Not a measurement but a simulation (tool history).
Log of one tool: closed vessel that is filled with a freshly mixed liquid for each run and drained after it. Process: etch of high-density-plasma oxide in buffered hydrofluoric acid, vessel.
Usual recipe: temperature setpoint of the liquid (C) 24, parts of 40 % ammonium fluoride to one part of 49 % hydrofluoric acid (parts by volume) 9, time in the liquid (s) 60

| run | hour | temperature setpoint of the liquid (C) | parts of 40 % ammonium fluoride to one part of 49 % hydrofluoric acid (parts by volume) | time in the liquid (s) | wafers since the last listed run | hours since the thermometer was replaced | hours since the hydrofluoric acid flow meter was replaced | hours since the gauge calibration | read-back film thickness of the high-density-plasma oxide reference wafer, read on the same gauge (nm) | thickness taken off the high-density-plasma oxide on a monitor wafer (Å) |
|---|---|---|---|---|---|---|---|---|---|---|
| 1 | 0 | 24 | 9 | 60 | 0 | 1855.6 | 257.7 | 100.4 | 30.01 | 859.3 |
| 2 | 65 | 24 | 9 | 60 | 4669 | 1920.6 | 322.7 | 165.4 | 30 | 870.6 |
| 3 | 104.8 | 24 | 9 | 60 | 2859 | 1960.4 | 362.5 | 205.2 | 30.01 | 866.3 |
| 4 | 158.7 | 24 | 9 | 60 | 3872 | 2014.3 | 416.4 | 259.1 | 30.04 | 861.3 |
| 5 | 229.2 | 24 | 9 | 60 | 5064 | 2084.8 | 486.9 | 329.6 | 29.98 | 865.2 |
| 6 | 257.8 | 24 | 9 | 60 | 2054 | 2113.4 | 515.5 | 358.2 | 30.02 | 854.2 |
| 7 | 312 | 24 | 9 | 60 | 3893 | 2167.6 | 569.7 | 412.4 | 29.99 | 859.4 |
| 8 | 360.5 | 22 | 9 | 60 | 3484 | 2216.1 | 618.2 | 460.9 | 30 | 776.1 |
|  | 405.3 | hydrofluoric acid flow meter replaced |
| 9 | 432.5 | 22 | 9 | 60 | 5100 | 2288.1 | 27.2 | 532.9 | 30.01 | 770.4 |
| 10 | 489.6 | 24 | 9 | 60 | 4101 | 2345.2 | 84.3 | 590 | 29.99 | 870.5 |
| 11 | 552.5 | 24 | 9 | 60 | 4518 | 2408.1 | 147.2 | 652.9 | 30.01 | 865 |
| 12 | 586.6 | 24 | 9 | 60 | 2449 | 2442.2 | 181.3 | 687 | 30 | 870.5 |
| 13 | 612.2 | 24 | 9 | 60 | 1839 | 2467.8 | 206.9 | 712.6 | 30.02 | 868.3 |
| 14 | 668.7 | 24 | 9 | 60 | 4058 | 2524.3 | 263.4 | 769.1 | 29.98 | 851.9 |
|  | 721 | gauge calibrated |
| 15 | 729 | 26 | 6.5 | 75 | 4331 | 2584.6 | 323.7 | 8 | 29.99 | 1677.1 |
| 16 | 777.7 | 27 | 9 | 60 | 3498 | 2633.3 | 372.4 | 56.7 | 29.97 | 1011.6 |

Run 17 is up next; what results do you expect?
| 17 | 812.3 | 25.5 | 12.5 | 35 | 2485 | 2667.9 | 407 | 91.3 | ? | ? |

{"run 17": {"read-back film thickness of the high-density-plasma oxide reference wafer, read on the same gauge (nm)": 30.02, "thickness taken off the high-density-plasma oxide on a monitor wafer (Å)": 409.7}}
With no hidden state in the tool, this same run would have given thickness taken off the high-density-plasma oxide on a monitor wafer (Å) 409.7.
